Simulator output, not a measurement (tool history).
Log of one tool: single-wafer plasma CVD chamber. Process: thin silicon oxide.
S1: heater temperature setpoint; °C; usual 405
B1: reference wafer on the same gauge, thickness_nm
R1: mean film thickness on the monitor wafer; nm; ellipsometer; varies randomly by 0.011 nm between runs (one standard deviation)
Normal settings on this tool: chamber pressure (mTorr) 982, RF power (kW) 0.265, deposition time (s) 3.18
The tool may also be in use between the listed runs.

run 1 hour=0 | S1=408 chamber_pressure_(mTorr)=982 RF_power_(kW)=0.28 deposition_time_(s)=3.18 | B1=6.795 | R1=6.94
run 2 hour=8.6 | S1=405 chamber_pressure_(mTorr)=982 RF_power_(kW)=0.265 deposition_time_(s)=3.18 | B1=6.791 | R1=6.848
-- hour=19.3 gauge calibrated
run 3 hour=25.7 | S1=405 chamber_pressure_(mTorr)=982 RF_power_(kW)=0.265 deposition_time_(s)=3.18 | B1=6.791 | R1=6.865
run 4 hour=36.6 | S1=405 chamber_pressure_(mTorr)=982 RF_power_(kW)=0.265 deposition_time_(s)=3.18 | B1=6.792 | R1=6.855
run 5 hour=53.4 | S1=395 chamber_pressure_(mTorr)=982 RF_power_(kW)=0.265 deposition_time_(s)=3.18 | B1=6.787 | R1=6.906
run 6 hour=63.1 | S1=395 chamber_pressure_(mTorr)=982 RF_power_(kW)=0.265 deposition_time_(s)=3.18 | B1=6.785 | R1=6.93
-- hour=74.2 thermocouple changed; heater temperature recalibrated
-- hour=79.1 RF generator calibrated
run 7 hour=79.6 | S1=395 chamber_pressure_(mTorr)=982 RF_power_(kW)=0.265 deposition_time_(s)=3.18 | B1=6.791 | R1=6.917
run 8 hour=79.9 | S1=405 chamber_pressure_(mTorr)=982 RF_power_(kW)=0.275 deposition_time_(s)=3.18 | B1=6.791 | R1=6.932
run 9 hour=93.9 | S1=405 chamber_pressure_(mTorr)=982 RF_power_(kW)=0.305 deposition_time_(s)=3.18 | B1=6.786 | R1=7.103
-- hour=111.3 showerhead replaced, of another model than before
run 10 hour=111.8 | S1=405 chamber_pressure_(mTorr)=982 RF_power_(kW)=0.265 deposition_time_(s)=3.18 | B1=6.784 | R1=6.755
run 11 hour=119.3 | S1=398 chamber_pressure_(mTorr)=982 RF_power_(kW)=0.265 deposition_time_(s)=3.18 | B1=6.793 | R1=6.79
run 12 hour=125.7 | S1=405 chamber_pressure_(mTorr)=982 RF_power_(kW)=0.265 deposition_time_(s)=3.18 | B1=6.788 | R1=6.756
-- hour=125.7 gauge calibrated
-- hour=142.8 capacitance manometer re-zeroed and calibrated
run 13 hour=143.3 | S1=394 chamber_pressure_(mTorr)=982 RF_power_(kW)=0.265 deposition_time_(s)=3.18 | B1=6.794 | R1=6.622
run 14 hour=144.1 | S1=394 chamber_pressure_(mTorr)=829 RF_power_(kW)=0.265 deposition_time_(s)=3.35 | B1=6.789 | R1=6.506
run 15 hour=158.5 | S1=405 chamber_pressure_(mTorr)=982 RF_power_(kW)=0.265 deposition_time_(s)=3.18 | B1=6.788 | R1=6.573
run 16 hour=175.5 | S1=412 chamber_pressure_(mTorr)=1108 RF_power_(kW)=0.265 deposition_time_(s)=2.96 | B1=6.787 | R1=6.364

Estimate the outcome of run 17 from the log above:
run 17 hour=182.4 | S1=405 chamber_pressure_(mTorr)=1188 RF_power_(kW)=0.22 deposition_time_(s)=2.73 | B1=? | R1=?

{"run 17": {"B1": 6.791, "R1": 5.74}}
Were there no unlogged condition in the tool, this run, its random variation unchanged, would have produced R1 5.721 nm.
